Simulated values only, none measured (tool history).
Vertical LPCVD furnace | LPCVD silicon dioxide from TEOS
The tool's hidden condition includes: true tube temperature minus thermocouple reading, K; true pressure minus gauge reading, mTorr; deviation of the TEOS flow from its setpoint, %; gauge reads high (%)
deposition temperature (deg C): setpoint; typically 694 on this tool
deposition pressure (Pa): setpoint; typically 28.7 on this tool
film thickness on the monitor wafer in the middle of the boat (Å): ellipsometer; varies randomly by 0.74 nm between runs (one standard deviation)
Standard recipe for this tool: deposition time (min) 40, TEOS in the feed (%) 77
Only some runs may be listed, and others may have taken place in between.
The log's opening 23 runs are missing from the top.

run     day  deposition temperature (deg C)  deposition pressure (Pa)  deposition time (min)  TEOS in the feed (%)  wafers since the last listed run  hours since the last temperature calibration  hours since the pressure gauge was zeroed  hours since the TEOS flow controller was replaced  hours since the gauge calibration  read-back reference wafer on the same gauge, thickness  film thickness on the monitor wafer in the middle of the boat (Å)
 24  28.725                             694                      28.7                     30                    77                               247                                         418.9                                         83                                              274.2                              114.1                                                  247.06                                                             1768.2
 25  29.567                             694                      28.7                     40                    77                               409                                         439.1                                      103.2                                              294.4                              134.3                                                  247.07                                                               2359
 26  30.438                             694                      28.7                     40                    77                               423                                           460                                      124.1                                              315.3                              155.2                                                  247.03                                                             2364.1
 27  31.179                             694                      28.7                     32                    77                               361                                         477.8                                      141.9                                              333.1                                173                                                  246.91                                                               1884
 28  31.725                             694                      28.7                     27                    81                               265                                         490.9                                        155                                              346.2                              186.1                                                  247.03                                                             1627.6
 29  33.221                             694                      33.3                     40                    77                               728                                         526.8                                      190.9                                              382.1                                222                                                  247.02                                                             2546.9
 30  34.358                             694                      28.7                     40                    77                               553                                         554.1                                      218.2                                              409.4                              249.3                                                  246.99                                                             2367.1
 31   35.45                             694                      28.7                     40                    77                               531                                         580.3                                      244.4                                              435.6                              275.5                                                   246.9                                                             2370.6
 32  35.979                             686                      32.7                     35                    64                               257                                           593                                      257.1                                              448.3                              288.2                                                  246.94                                                               1667

Branching from run 32: 3 alternative next runs. What would each branch give?
  A  36.15                             694                      28.7                     40                    77                                83                                         597.1                                      261.2                                              452.4                              292.3                                                       ?                                                                  ?
  B  36.15                             685                      30.7                   51.5                    77                                83                                         597.1                                      261.2                                              452.4                              292.3                                                       ?                                                                  ?
  C  36.15                             704                      32.7                   35.5                    63                                83                                         597.1                                      261.2                                              452.4                              292.3                                                       ?                                                                  ?

run  read-back reference wafer on the same gauge, thickness  film thickness on the monitor wafer in the middle of the boat (Å)
  A                                                  246.99                                                             2367.8
  B                                                  246.99                                                             2545.9
  C                                                  246.99                                                             2561.4
Without the tool's hidden state the same runs would have given:
run  film thickness on the monitor wafer in the middle of the boat (Å)
  A                                                             2357.5
  B                                                             2534.7
  C                                                             2550.6

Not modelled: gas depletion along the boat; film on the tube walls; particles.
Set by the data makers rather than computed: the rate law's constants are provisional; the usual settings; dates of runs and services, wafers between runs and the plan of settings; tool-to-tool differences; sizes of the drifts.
